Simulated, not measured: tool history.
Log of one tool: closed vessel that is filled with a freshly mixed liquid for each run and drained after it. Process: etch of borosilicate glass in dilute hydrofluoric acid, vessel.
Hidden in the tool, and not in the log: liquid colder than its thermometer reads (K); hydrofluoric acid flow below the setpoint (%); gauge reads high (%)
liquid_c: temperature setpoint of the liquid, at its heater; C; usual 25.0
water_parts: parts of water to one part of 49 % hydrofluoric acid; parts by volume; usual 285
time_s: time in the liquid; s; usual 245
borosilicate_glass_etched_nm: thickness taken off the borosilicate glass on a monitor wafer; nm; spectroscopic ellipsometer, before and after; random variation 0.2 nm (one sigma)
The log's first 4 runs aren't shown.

run    hour  liquid_c  water_parts  time_s  wafers since the last listed run  hours since the thermometer was replaced  hours since the hydrofluoric acid flow meter was replaced  hours since the gauge calibration  read-back film thickness of the borosilicate glass reference wafer, read on the same gauge (nm)  borosilicate_glass_etched_nm
  5   223.5      25.0          285     245                              6124                                    2781.0                                                     1041.8                             1219.2                                                                                            40.93                         28.31
  6   254.1      25.0          285     245                              2731                                    2811.6                                                     1072.4                             1249.8                                                                                            40.99                         28.01
  7   300.1      25.0          285     245                              4106                                    2857.6                                                     1118.4                             1295.8                                                                                            41.03                         28.03
  8   337.5      25.0          285     245                              3338                                    2895.0                                                     1155.8                             1333.2                                                                                            41.12                         27.81
  9   403.0      25.0          285     245                              5847                                    2960.5                                                     1221.3                             1398.7                                                                                            41.20                         27.63
 10   467.6      25.0          285     245                              5766                                    3025.1                                                     1285.9                             1463.3                                                                                            41.31                         28.12
      482.7  -- thermometer replaced
 11   518.0      25.0          285     245                              4410                                      35.3                                                     1336.3                             1513.7                                                                                            41.41                         28.26
 12   548.8      25.0          285     245                              2749                                      66.1                                                     1367.1                             1544.5                                                                                            41.44                         28.14
 13   587.0      25.0          285     245                              3410                                     104.3                                                     1405.3                             1582.7                                                                                            41.55                         27.98
 14   629.4      25.0          285     245                              3785                                     146.7                                                     1447.7                             1625.1                                                                                            41.61                         28.45
 15   726.5      29.0          355     175                              8668                                     243.8                                                     1544.8                             1722.2                                                                                            41.76                         17.27
      733.6  -- hydrofluoric acid flow meter replaced
 16   783.8      21.5          250     245                              5026                                     301.1                                                       50.2                             1779.5                                                                                            41.89                         29.98
 17   854.0      27.5          285     145                              6266                                     371.3                                                      120.4                             1849.7                                                                                            42.05                         18.32
      899.4  -- gauge calibrated
 18   900.6      25.0          285     245                              4160                                     417.9                                                      167.0                                1.2                                                                                            40.00                         26.79
 19   941.9      25.0          285     245                              3686                                     459.2                                                      208.3                               42.5                                                                                            39.97                         27.13
 20   986.7      29.5          345     370                              3999                                     504.0                                                      253.1                               87.3                                                                                            39.99                         37.15
 21  1029.1      25.0          285     365                              3785                                     546.4                                                      295.5                              129.7                                                                                            39.97                         40.04
 22  1089.8      25.0          285     245                              5418                                     607.1                                                      356.2                              190.4                                                                                            40.00                         27.19
 23  1134.4      25.0          285     360                              3981                                     651.7                                                      400.8                              235.0                                                                                            40.02                         39.99

Run 24 comes next. What will it give?
 24  1187.0      20.5          405     245                              4695                                     704.3                                                      453.4                              287.6                                                                                                ?                             ?

{"run 24": {"read-back film thickness of the borosilicate glass reference wafer, read on the same gauge (nm)": 40.0, "borosilicate_glass_etched_nm": 14.74}}
Without the tool's hidden state the same run would have given borosilicate_glass_etched_nm 14.74 nm.
